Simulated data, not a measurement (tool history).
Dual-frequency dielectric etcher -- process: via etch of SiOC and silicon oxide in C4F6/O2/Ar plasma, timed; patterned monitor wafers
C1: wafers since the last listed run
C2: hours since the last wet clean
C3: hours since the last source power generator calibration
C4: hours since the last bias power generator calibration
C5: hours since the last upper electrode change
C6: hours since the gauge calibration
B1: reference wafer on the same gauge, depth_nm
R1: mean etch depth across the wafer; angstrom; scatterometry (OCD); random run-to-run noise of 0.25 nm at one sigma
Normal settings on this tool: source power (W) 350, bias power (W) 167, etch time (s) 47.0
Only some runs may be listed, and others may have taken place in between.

{"run": 1, "hour": 0.0, "source power (W)": 350, "bias power (W)": 167, "etch time (s)": 47.0, "C1": 0, "C2": 78.3, "C3": 1227.7, "C4": 2131.6, "C5": 3033.4, "C6": 50.1, "B1": 53.43, "R1": 478.0}
{"run": 2, "hour": 100.3, "source power (W)": 350, "bias power (W)": 156, "etch time (s)": 54.5, "C1": 1618, "C2": 178.6, "C3": 1328.0, "C4": 2231.9, "C5": 3133.7, "C6": 150.4, "B1": 53.27, "R1": 549.3}
{"run": 3, "hour": 204.4, "source power (W)": 350, "bias power (W)": 156, "etch time (s)": 54.5, "C1": 1680, "C2": 282.7, "C3": 1432.1, "C4": 2336.0, "C5": 3237.8, "C6": 254.5, "B1": 53.14, "R1": 541.4}
{"run": 4, "hour": 279.2, "source power (W)": 350, "bias power (W)": 167, "etch time (s)": 47.0, "C1": 1207, "C2": 357.5, "C3": 1506.9, "C4": 2410.8, "C5": 3312.6, "C6": 329.3, "B1": 53.0, "R1": 471.0}
{"run": 5, "hour": 327.0, "source power (W)": 350, "bias power (W)": 167, "etch time (s)": 47.0, "C1": 771, "C2": 405.3, "C3": 1554.7, "C4": 2458.6, "C5": 3360.4, "C6": 377.1, "B1": 53.05, "R1": 478.4}
{"run": 6, "hour": 365.5, "source power (W)": 350, "bias power (W)": 167, "etch time (s)": 47.0, "C1": 621, "C2": 443.8, "C3": 1593.2, "C4": 2497.1, "C5": 3398.9, "C6": 415.6, "B1": 52.89, "R1": 474.0}
{"run": 7, "hour": 451.8, "source power (W)": 350, "bias power (W)": 167, "etch time (s)": 55.5, "C1": 1392, "C2": 530.1, "C3": 1679.5, "C4": 2583.4, "C5": 3485.2, "C6": 501.9, "B1": 52.8, "R1": 563.0}
{"run": 8, "hour": 493.6, "source power (W)": 350, "bias power (W)": 167, "etch time (s)": 47.0, "C1": 674, "C2": 571.9, "C3": 1721.3, "C4": 2625.2, "C5": 3527.0, "C6": 543.7, "B1": 52.72, "R1": 469.6}
{"hour": 520.1, "done": "wet clean of the chamber"}
{"run": 9, "hour": 547.7, "source power (W)": 350, "bias power (W)": 167, "etch time (s)": 47.0, "C1": 485, "C2": 27.6, "C3": 1775.4, "C4": 2679.3, "C5": 3581.1, "C6": 597.8, "B1": 52.67, "R1": 469.7}
{"run": 10, "hour": 613.4, "source power (W)": 350, "bias power (W)": 167, "etch time (s)": 47.0, "C1": 1060, "C2": 93.3, "C3": 1841.1, "C4": 2745.0, "C5": 3646.8, "C6": 663.5, "B1": 52.56, "R1": 471.7}
{"run": 11, "hour": 711.7, "source power (W)": 350, "bias power (W)": 167, "etch time (s)": 58.0, "C1": 1586, "C2": 191.6, "C3": 1939.4, "C4": 2843.3, "C5": 3745.1, "C6": 761.8, "B1": 52.47, "R1": 580.5}
{"run": 12, "hour": 769.2, "source power (W)": 350, "bias power (W)": 167, "etch time (s)": 47.0, "C1": 928, "C2": 249.1, "C3": 1996.9, "C4": 2900.8, "C5": 3802.6, "C6": 819.3, "B1": 52.38, "R1": 466.4}
{"run": 13, "hour": 838.3, "source power (W)": 350, "bias power (W)": 167, "etch time (s)": 55.0, "C1": 1115, "C2": 318.2, "C3": 2066.0, "C4": 2969.9, "C5": 3871.7, "C6": 888.4, "B1": 52.31, "R1": 545.0}
{"hour": 862.5, "done": "gauge calibrated"}
{"hour": 885.7, "done": "source power generator calibrated"}
{"run": 14, "hour": 918.4, "source power (W)": 440, "bias power (W)": 139, "etch time (s)": 59.5, "C1": 1228, "C2": 398.3, "C3": 32.7, "C4": 3050.0, "C5": 3951.8, "C6": 55.9, "B1": 53.29, "R1": 630.7}
{"run": 15, "hour": 1016.0, "source power (W)": 350, "bias power (W)": 167, "etch time (s)": 47.0, "C1": 1575, "C2": 495.9, "C3": 130.3, "C4": 3147.6, "C5": 4049.4, "C6": 153.5, "B1": 53.06, "R1": 474.2}
{"hour": 1052.6, "done": "wet clean of the chamber"}
{"hour": 1081.4, "done": "upper electrode replaced"}
{"run": 16, "hour": 1081.9, "source power (W)": 350, "bias power (W)": 179, "etch time (s)": 56.0, "C1": 288, "C2": 29.3, "C3": 196.2, "C4": 3213.5, "C5": 0.5, "C6": 219.4, "B1": 53.0, "R1": 574.2}
{"run": 17, "hour": 1284.4, "source power (W)": 350, "bias power (W)": 167, "etch time (s)": 47.0, "C1": 3268, "C2": 231.8, "C3": 398.7, "C4": 3416.0, "C5": 203.0, "C6": 421.9, "B1": 52.74, "R1": 469.8}
{"hour": 1310.7, "done": "bias power generator calibrated"}
{"run": 18, "hour": 1383.1, "source power (W)": 350, "bias power (W)": 167, "etch time (s)": 47.0, "C1": 1528, "C2": 330.5, "C3": 497.4, "C4": 72.4, "C5": 301.7, "C6": 520.6, "B1": 52.54, "R1": 469.3}
{"run": 19, "hour": 1456.8, "source power (W)": 300, "bias power (W)": 185, "etch time (s)": 47.0, "C1": 1189, "C2": 404.2, "C3": 571.1, "C4": 146.1, "C5": 375.4, "C6": 594.3, "B1": 52.48, "R1": 452.1}
{"run": 20, "hour": 1500.6, "source power (W)": 350, "bias power (W)": 167, "etch time (s)": 52.5, "C1": 706, "C2": 448.0, "C3": 614.9, "C4": 189.9, "C5": 419.2, "C6": 638.1, "B1": 52.41, "R1": 521.4}
{"hour": 1580.8, "done": "wet clean of the chamber"}
{"run": 21, "hour": 1729.1, "source power (W)": 410, "bias power (W)": 152, "etch time (s)": 61.0, "C1": 3300, "C2": 148.3, "C3": 843.4, "C4": 418.4, "C5": 647.7, "C6": 866.6, "B1": 52.09, "R1": 627.0}
{"run": 22, "hour": 1782.1, "source power (W)": 280, "bias power (W)": 167, "etch time (s)": 59.5, "C1": 855, "C2": 201.3, "C3": 896.4, "C4": 471.4, "C5": 700.7, "C6": 919.6, "B1": 51.98, "R1": 545.0}

3 ways to go on from here, each from the tool as it stands after run 22. What would each give?
{"run": "A", "hour": 1782.5, "source power (W)": 350, "bias power (W)": 167, "etch time (s)": 47.0, "C1": 6, "C2": 201.7, "C3": 896.8, "C4": 471.8, "C5": 701.1, "C6": 920.0, "B1": "?", "R1": "?"}
{"run": "B", "hour": 1782.5, "source power (W)": 290, "bias power (W)": 190, "etch time (s)": 40.0, "C1": 6, "C2": 201.7, "C3": 896.8, "C4": 471.8, "C5": 701.1, "C6": 920.0, "B1": "?", "R1": "?"}
{"run": "C", "hour": 1782.5, "source power (W)": 430, "bias power (W)": 167, "etch time (s)": 47.0, "C1": 6, "C2": 201.7, "C3": 896.8, "C4": 471.8, "C5": 701.1, "C6": 920.0, "B1": "?", "R1": "?"}

run=A B1=52.05 R1=462.8
run=B B1=52.05 R1=378.9
run=C B1=52.05 R1=497.9
Without the tool's unlogged condition, the same runs would have read:
run=A R1=473.1
run=B R1=387.3
run=C R1=509.0
